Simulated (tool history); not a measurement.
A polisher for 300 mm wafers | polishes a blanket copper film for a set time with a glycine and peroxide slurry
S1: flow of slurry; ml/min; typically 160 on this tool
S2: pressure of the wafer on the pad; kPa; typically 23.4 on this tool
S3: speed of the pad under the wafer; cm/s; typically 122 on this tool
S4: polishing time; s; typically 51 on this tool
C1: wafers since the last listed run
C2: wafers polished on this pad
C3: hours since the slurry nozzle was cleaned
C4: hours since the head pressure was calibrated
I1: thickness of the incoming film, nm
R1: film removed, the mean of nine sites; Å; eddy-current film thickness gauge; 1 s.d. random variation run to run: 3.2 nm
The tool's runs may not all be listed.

run 1 hour=0 | S1=160 S2=23.4 S3=122 S4=51 | C1=0 C2=42 C3=227.8 C4=748.6 | I1=1278.5 | R1=3064
run 2 hour=13.7 | S1=160 S2=23.4 S3=122 S4=51 | C1=161 C2=204 C3=241.5 C4=762.3 | I1=1285.8 | R1=2933
-- hour=29.8 slurry nozzle cleaned
run 3 hour=31.2 | S1=160 S2=23.4 S3=122 S4=51 | C1=194 C2=399 C3=1.4 C4=779.8 | I1=1299 | R1=3105
run 4 hour=40.3 | S1=130 S2=23.4 S3=122 S4=51 | C1=107 C2=506 C3=10.5 C4=788.9 | I1=1286.1 | R1=2992
run 5 hour=48.9 | S1=130 S2=23.4 S3=122 S4=51 | C1=101 C2=608 C3=19.1 C4=797.5 | I1=1317.6 | R1=2972
run 6 hour=66 | S1=130 S2=23.4 S3=122 S4=51 | C1=201 C2=810 C3=36.2 C4=814.6 | I1=1303.3 | R1=3024
run 7 hour=72.4 | S1=160 S2=23.4 S3=122 S4=51 | C1=75 C2=885 C3=42.6 C4=821 | I1=1280 | R1=3093
-- hour=79.1 worn pad replaced by a new one
run 8 hour=89.1 | S1=160 S2=23.4 S3=122 S4=51 | C1=149 C2=118 C3=59.3 C4=837.7 | I1=1300.8 | R1=3169
run 9 hour=100.3 | S1=160 S2=23.4 S3=100 S4=51 | C1=132 C2=250 C3=70.5 C4=848.9 | I1=1289.8 | R1=2655
run 10 hour=117.5 | S1=160 S2=23.4 S3=100 S4=51 | C1=203 C2=453 C3=87.7 C4=866.1 | I1=1286.1 | R1=2563
run 11 hour=125.7 | S1=160 S2=23.4 S3=100 S4=51 | C1=96 C2=550 C3=95.9 C4=874.3 | I1=1282.6 | R1=2588
run 12 hour=133.2 | S1=185 S2=28.3 S3=122 S4=51 | C1=88 C2=638 C3=103.4 C4=881.8 | I1=1291.2 | R1=3629
run 13 hour=139.8 | S1=185 S2=28.3 S3=122 S4=51 | C1=77 C2=716 C3=110 C4=888.4 | I1=1301.6 | R1=3645
run 14 hour=152 | S1=185 S2=28.3 S3=122 S4=51 | C1=144 C2=860 C3=122.2 C4=900.6 | I1=1288 | R1=3639
-- hour=161.9 worn pad replaced by a new one
run 15 hour=180.4 | S1=160 S2=23.4 S3=122 S4=51 | C1=288 C2=217 C3=150.6 C4=929 | I1=1285 | R1=3052
run 16 hour=194.9 | S1=160 S2=23.4 S3=122 S4=51 | C1=171 C2=389 C3=165.1 C4=943.5 | I1=1314.3 | R1=3042
run 17 hour=210 | S1=195 S2=29 S3=136 S4=36 | C1=178 C2=567 C3=180.2 C4=958.6 | I1=1284.9 | R1=2879
-- hour=213.1 head pressure recalibrated
run 18 hour=224.8 | S1=160 S2=23.4 S3=122 S4=51 | C1=151 C2=718 C3=195 C4=11.7 | I1=1300.3 | R1=3004
run 19 hour=232.6 | S1=215 S2=26.2 S3=92 S4=59 | C1=92 C2=810 C3=202.8 C4=19.5 | I1=1271.7 | R1=3132
-- hour=244.7 worn pad replaced by a new one
run 20 hour=245.2 | S1=180 S2=23.4 S3=148 S4=51 | C1=101 C2=5 C3=215.4 C4=32.1 | I1=1298.5 | R1=3708
run 21 hour=261.1 | S1=125 S2=21.4 S3=122 S4=51 | C1=187 C2=193 C3=231.3 C4=48 | I1=1289.3 | R1=2526
run 22 hour=272.2 | S1=160 S2=23.4 S3=122 S4=51 | C1=131 C2=324 C3=242.4 C4=59.1 | I1=1309.9 | R1=2874
run 23 hour=284 | S1=190 S2=23.4 S3=88 S4=34 | C1=139 C2=463 C3=254.2 C4=70.9 | I1=1290.6 | R1=1519
run 24 hour=290.1 | S1=160 S2=23.4 S3=156 S4=59 | C1=72 C2=535 C3=260.3 C4=77 | I1=1301.4 | R1=3932
-- hour=297 slurry nozzle cleaned
run 25 hour=300.9 | S1=160 S2=23.4 S3=122 S4=57 | C1=115 C2=651 C3=3.9 C4=87.8 | I1=1295.2 | R1=3428
-- hour=321.3 worn pad replaced by a new one
run 26 hour=354.7 | S1=200 S2=18.6 S3=160 S4=68 | C1=588 C2=394 C3=57.7 C4=141.6 | I1=1276.3 | R1=4456
run 27 hour=366.2 | S1=120 S2=23.4 S3=108 S4=51 | C1=135 C2=530 C3=69.2 C4=153.1 | I1=1289.8 | R1=2626
run 28 hour=373.8 | S1=160 S2=23.4 S3=122 S4=51 | C1=89 C2=619 C3=76.8 C4=160.7 | I1=1291.7 | R1=3152

4 options for the next run, each taken on its own from the tool as it stands now. Forecast them:
run A hour=374.2 | S1=160 S2=23.4 S3=122 S4=51 | C1=4 C2=624 C3=77.2 C4=161.1 | I1=1274.7 | R1=?
run B hour=374.2 | S1=160 S2=26.9 S3=162 S4=51 | C1=4 C2=624 C3=77.2 C4=161.1 | I1=1274.7 | R1=?
run C hour=374.2 | S1=160 S2=23.4 S3=138 S4=57 | C1=4 C2=624 C3=77.2 C4=161.1 | I1=1274.7 | R1=?
run D hour=374.2 | S1=195 S2=23.4 S3=98 S4=51 | C1=4 C2=624 C3=77.2 C4=161.1 | I1=1274.7 | R1=?

run=A R1=3074
run=B R1=4435
run=C R1=3812
run=D R1=2659
Without the tool's unlogged condition, the same runs would have read:
run=A R1=3290
run=B R1=4747
run=C R1=4080
run=D R1=2838
